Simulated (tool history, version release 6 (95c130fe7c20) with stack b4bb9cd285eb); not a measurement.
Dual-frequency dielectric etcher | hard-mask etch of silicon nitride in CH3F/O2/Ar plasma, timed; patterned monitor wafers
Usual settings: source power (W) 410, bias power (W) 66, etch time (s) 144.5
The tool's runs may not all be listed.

run,hour,source power (W),bias power (W),etch time (s),"read-back reference wafer on the same gauge, depth_nm",mean etch depth across the wafer (angstrom)
1,0,450,66,144.5,79.8,972
2,20.9,410,66,144.5,80,944
3,51,410,56,144.5,79.7,898
4,71.6,410,56,144.5,79.7,906
5,85.7,410,56,144.5,79.8,900
6,104.7,410,66,144.5,79.7,941
7,128.7,410,57,174.5,79.8,1092
8,150.9,410,57,174.5,79.7,1085
9,166,370,66,144.5,79.7,905
10,186.8,370,66,144.5,79.6,909
11,217.2,330,75,144.5,79.6,911
12,230.1,410,66,144.5,79.6,942
13,247,410,66,144.5,79.7,939
14,277.2,410,61,144.5,79.4,918
15,289.5,410,66,144.5,79.6,941
# hour 325.1: bias power generator calibrated
# hour 364.9: wet clean of the chamber
16,365.4,380,62,125,79.5,780
17,377.4,310,66,144.5,79.5,852
18,403.9,380,75,126.5,79.4,835
# hour 419.8: gauge calibrated
# hour 444: upper electrode replaced
19,444.5,410,66,117,80.4,769
20,450.1,410,58,144.5,80.5,914
# hour 455.2: source power generator calibrated
21,481.7,450,53,144.5,80.3,929
22,511.1,350,57,112.5,80.5,677
23,544.1,480,66,162,80.4,1129
24,562.7,410,79,128.5,80.3,895
25,580.1,410,74,144.5,80.4,989
26,594.5,410,52,164.5,80.3,1012
27,612,440,82,144.5,80.2,1043
28,625.1,410,66,144.5,80.4,948
29,684.4,410,66,144.5,80.2,952
30,711.8,410,66,144.5,80.2,945
31,734.1,460,79,165,80.2,1190

Measured less the same run without the tool's hidden state. The same run-to-run variation is in both; the gauge's scatter may not be:
The hidden state here: etch rate over this chamber's usual, %; source power that arrives over what is set, %; bias power that arrives over what is set, %; gauge reads high (%).
run,mean etch depth across the wafer (angstrom)
1,-10
2,-10
3,-11
4,-11
5,-11
6,-11
7,-14
8,-14
9,-12
10,-12
11,-13
12,-13
13,-14
14,-14
15,-14
16,-13
17,-13
18,-14
19,-2
20,-3
21,-3
22,-3
23,-5
24,-4
25,-4
26,-5
27,-5
28,-5
29,-6
30,-6
31,-8
